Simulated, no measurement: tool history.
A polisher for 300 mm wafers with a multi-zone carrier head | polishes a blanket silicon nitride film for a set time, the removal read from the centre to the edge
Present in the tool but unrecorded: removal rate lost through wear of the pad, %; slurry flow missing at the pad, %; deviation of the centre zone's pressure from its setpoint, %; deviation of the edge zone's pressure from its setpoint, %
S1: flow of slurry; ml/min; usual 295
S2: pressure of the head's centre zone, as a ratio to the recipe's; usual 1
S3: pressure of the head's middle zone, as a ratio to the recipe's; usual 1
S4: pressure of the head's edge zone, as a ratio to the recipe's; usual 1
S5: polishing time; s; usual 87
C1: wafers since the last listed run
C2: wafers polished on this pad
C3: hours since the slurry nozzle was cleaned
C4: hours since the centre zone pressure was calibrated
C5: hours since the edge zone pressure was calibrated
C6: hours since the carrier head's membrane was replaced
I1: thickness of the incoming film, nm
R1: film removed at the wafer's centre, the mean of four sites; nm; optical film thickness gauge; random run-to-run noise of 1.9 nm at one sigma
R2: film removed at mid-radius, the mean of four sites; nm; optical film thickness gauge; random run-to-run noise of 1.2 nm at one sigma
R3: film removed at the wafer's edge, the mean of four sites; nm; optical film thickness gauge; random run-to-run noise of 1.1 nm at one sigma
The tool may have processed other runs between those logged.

| run | hour | S1 | S2 | S3 | S4 | S5 | C1 | C2 | C3 | C4 | C5 | C6 | I1 | R1 | R2 | R3 |
|---|---|---|---|---|---|---|---|---|---|---|---|---|---|---|---|---|
| 1 | 0 | 295 | 1 | 1 | 1 | 87 | 0 | 950 | 110.8 | 192.1 | 571 | 313.7 | 872.5 | 146.8 | 137.5 | 141.2 |
| 2 | 55.7 | 295 | 1 | 0.95 | 1 | 87 | 374 | 1325 | 166.5 | 247.8 | 626.7 | 369.4 | 864.4 | 146.9 | 134.5 | 142.2 |
| 3 | 129.9 | 295 | 1 | 0.95 | 1 | 87 | 499 | 1824 | 240.7 | 322 | 700.9 | 443.6 | 871.9 | 142 | 133 | 140.8 |
|  | 142.8 | worn pad replaced by a new one |
| 4 | 180.9 | 295 | 1 | 0.95 | 1 | 87 | 316 | 256 | 291.7 | 373 | 751.9 | 494.6 | 863.5 | 145.9 | 135.9 | 139.2 |
|  | 187.5 | slurry nozzle cleaned |
| 5 | 254.3 | 295 | 1 | 1 | 1 | 87 | 487 | 743 | 66.8 | 446.4 | 825.3 | 568 | 872.1 | 142.7 | 140.1 | 142.4 |
|  | 309.7 | carrier head's membrane replaced by a new one |
| 6 | 312.1 | 295 | 1 | 1 | 1 | 87 | 355 | 1099 | 124.6 | 504.2 | 883.1 | 2.4 | 875.9 | 140.3 | 137.5 | 143.6 |
| 7 | 359 | 295 | 1 | 1 | 1 | 87 | 315 | 1414 | 171.5 | 551.1 | 930 | 49.3 | 887.7 | 140.4 | 137.3 | 140.8 |
|  | 403.2 | worn pad replaced by a new one |
| 8 | 410.2 | 295 | 1 | 1 | 1 | 78 | 317 | 46 | 222.7 | 602.3 | 981.2 | 100.5 | 876.4 | 126.3 | 124.2 | 126 |
|  | 448.7 | slurry nozzle cleaned |
| 9 | 495.4 | 295 | 1 | 1 | 1 | 78 | 566 | 613 | 46.7 | 687.5 | 1066.4 | 185.7 | 876.8 | 121.6 | 122.1 | 125.6 |
| 10 | 586.3 | 260 | 1 | 0.91 | 1.08 | 87 | 611 | 1225 | 137.6 | 778.4 | 1157.3 | 276.6 | 854.8 | 134.4 | 129 | 145.6 |
|  | 591.4 | centre zone pressure recalibrated |
|  | 631.8 | edge zone pressure recalibrated |
|  | 676.9 | slurry nozzle cleaned |
|  | 683.8 | worn pad replaced by a new one |
| 11 | 687.8 | 390 | 1.11 | 1 | 1.1 | 87 | 622 | 27 | 10.9 | 96.4 | 56 | 378.1 | 868.3 | 166 | 142.5 | 148 |
| 12 | 795.5 | 295 | 1 | 1 | 1 | 74 | 724 | 751 | 118.6 | 204.1 | 163.7 | 485.8 | 871 | 121.5 | 116 | 119.7 |
| 13 | 868.1 | 295 | 1 | 1 | 1 | 68 | 488 | 1240 | 191.2 | 276.7 | 236.3 | 558.4 | 867.9 | 114.2 | 108.8 | 110.3 |
|  | 900.8 | slurry nozzle cleaned |
|  | 957 | worn pad replaced by a new one |
| 14 | 957.5 | 200 | 1 | 1 | 1 | 62 | 567 | 3 | 56.7 | 366.1 | 325.7 | 647.8 | 878.1 | 98.4 | 95.2 | 97.3 |
|  | 976.2 | carrier head's membrane replaced by a new one |
| 15 | 1052.4 | 295 | 1 | 1 | 1 | 87 | 604 | 608 | 151.6 | 461 | 420.6 | 76.2 | 865.9 | 141.8 | 138.1 | 142.4 |
| 16 | 1095.1 | 295 | 1.05 | 1 | 1.08 | 87 | 287 | 895 | 194.3 | 503.7 | 463.3 | 118.9 | 881.6 | 147.4 | 137.9 | 145.8 |
| 17 | 1145.4 | 220 | 1 | 1.1 | 0.94 | 67 | 338 | 1234 | 244.6 | 554 | 513.6 | 169.2 | 866.4 | 106.4 | 109.4 | 102.5 |
|  | 1198.8 | slurry nozzle cleaned |
| 18 | 1236.5 | 295 | 1.05 | 0.91 | 0.94 | 87 | 606 | 1840 | 37.7 | 645.1 | 604.7 | 260.3 | 872.8 | 146.3 | 132.5 | 138.7 |
|  | 1252.3 | worn pad replaced by a new one |
| 19 | 1286.1 | 295 | 1 | 1 | 1 | 87 | 306 | 227 | 87.3 | 694.7 | 654.3 | 309.9 | 865.8 | 136.1 | 139.3 | 141.5 |

Each row is a separate what-if for the run after 19, all from the same tool condition, not one after another. Results?
| A | 1286.6 | 295 | 1 | 1 | 1 | 87 | 3 | 230 | 87.8 | 695.2 | 654.8 | 310.4 | 883.9 | ? | ? | ? |
| B | 1286.6 | 220 | 1.06 | 1.1 | 1 | 62 | 3 | 230 | 87.8 | 695.2 | 654.8 | 310.4 | 883.9 | ? | ? | ? |
| C | 1286.6 | 295 | 0.97 | 0.93 | 1 | 87 | 3 | 230 | 87.8 | 695.2 | 654.8 | 310.4 | 883.9 | ? | ? | ? |
| D | 1286.6 | 215 | 0.94 | 0.88 | 0.96 | 87 | 3 | 230 | 87.8 | 695.2 | 654.8 | 310.4 | 883.9 | ? | ? | ? |
| E | 1286.6 | 295 | 1.06 | 1 | 0.91 | 87 | 3 | 230 | 87.8 | 695.2 | 654.8 | 310.4 | 883.9 | ? | ? | ? |

| run | R1 | R2 | R3 |
|---|---|---|---|
| A | 138.5 | 138.5 | 140.8 |
| B | 101.3 | 101.4 | 98 |
| C | 134.3 | 132.8 | 140.9 |
| D | 125.3 | 124.6 | 134.9 |
| E | 146.9 | 138.5 | 134.7 |
With no hidden state in the tool, these same runs would have given:
| run | R1 | R2 | R3 |
|---|---|---|---|
| A | 145.2 | 138.5 | 140.8 |
| B | 106.2 | 101.4 | 98 |
| C | 140.8 | 132.8 | 140.9 |
| D | 131.4 | 124.5 | 134.9 |
| E | 154 | 138.5 | 134.7 |
